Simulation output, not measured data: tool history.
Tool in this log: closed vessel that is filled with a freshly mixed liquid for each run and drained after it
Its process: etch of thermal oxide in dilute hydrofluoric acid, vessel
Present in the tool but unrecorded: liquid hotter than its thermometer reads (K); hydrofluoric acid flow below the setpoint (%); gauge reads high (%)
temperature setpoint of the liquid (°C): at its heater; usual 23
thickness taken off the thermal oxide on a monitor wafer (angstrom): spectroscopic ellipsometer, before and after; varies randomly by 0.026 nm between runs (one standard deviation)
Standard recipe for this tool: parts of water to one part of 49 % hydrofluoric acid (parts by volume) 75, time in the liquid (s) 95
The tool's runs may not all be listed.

run,hour,temperature setpoint of the liquid (°C),parts of water to one part of 49 % hydrofluoric acid (parts by volume),time in the liquid (s),wafers since the last listed run,hours since the thermometer was replaced,hours since the hydrofluoric acid flow meter was replaced,hours since the gauge calibration,"read-back film thickness of the thermal oxide reference wafer, read on the same gauge (nm)",thickness taken off the thermal oxide on a monitor wafer (angstrom)
1,0,23,75,75,0,2281.1,1227.5,27.9,129.99,39.3
2,13.8,23,75,75,1681,2294.9,1241.3,41.7,129.99,39.9
3,22.9,23,75,80,1108,2304,1250.4,50.8,130.02,42.2
4,34.5,23,75,80,1413,2315.6,1262,62.4,130.03,42
5,41.5,23,75,120,852,2322.6,1269,69.4,129.99,63.4
6,50.9,21.5,75,95,1145,2332,1278.4,78.8,129.98,47.2
7,59.2,21.5,75,95,1011,2340.3,1286.7,87.1,129.98,46.8
8,75.9,26,45,110,2034,2357,1303.4,103.8,130.03,114.7
9,88.6,27.5,100,65,1547,2369.7,1316.1,116.5,129.99,29.5
10,99.4,23,75,95,1315,2380.5,1326.9,127.3,129.95,49.8
# hour 110.1: hydrofluoric acid flow meter replaced
11,113.4,23,75,95,1583,2394.5,3.3,141.3,129.99,46.2
12,124.9,23,75,115,1401,2406,14.8,152.8,130.02,56.4
# hour 140.4: thermometer replaced
# hour 151: gauge calibrated
# hour 157.5: hydrofluoric acid flow meter replaced, repeated, since the last time left the tool worse
13,175.7,26.5,90,135,5945,35.3,18.2,24.7,130.01,73.3
14,190.1,19.5,60,60,1754,49.7,32.6,39.1,130.04,38.5
15,207.5,23,75,95,2119,67.1,50,56.5,130,55.3

5 options for the next run, each taken on its own from the tool as it stands now. Forecast them:
A,208.2,23,75,130,85,67.8,50.7,57.2,?,?
B,208.2,23,95,115,85,67.8,50.7,57.2,?,?
C,208.2,19,40,95,85,67.8,50.7,57.2,?,?
D,208.2,25,45,145,85,67.8,50.7,57.2,?,?
E,208.2,25.5,75,60,85,67.8,50.7,57.2,?,?

run,"read-back film thickness of the thermal oxide reference wafer, read on the same gauge (nm)",thickness taken off the thermal oxide on a monitor wafer (angstrom)
A,130,75.3
B,130,51.3
C,130,91.1
D,130,158.1
E,130,38.4
What these runs would have given with no unlogged condition in the tool:
run,thickness taken off the thermal oxide on a monitor wafer (angstrom)
A,76
B,51.8
C,91.9
D,159.5
E,38.8

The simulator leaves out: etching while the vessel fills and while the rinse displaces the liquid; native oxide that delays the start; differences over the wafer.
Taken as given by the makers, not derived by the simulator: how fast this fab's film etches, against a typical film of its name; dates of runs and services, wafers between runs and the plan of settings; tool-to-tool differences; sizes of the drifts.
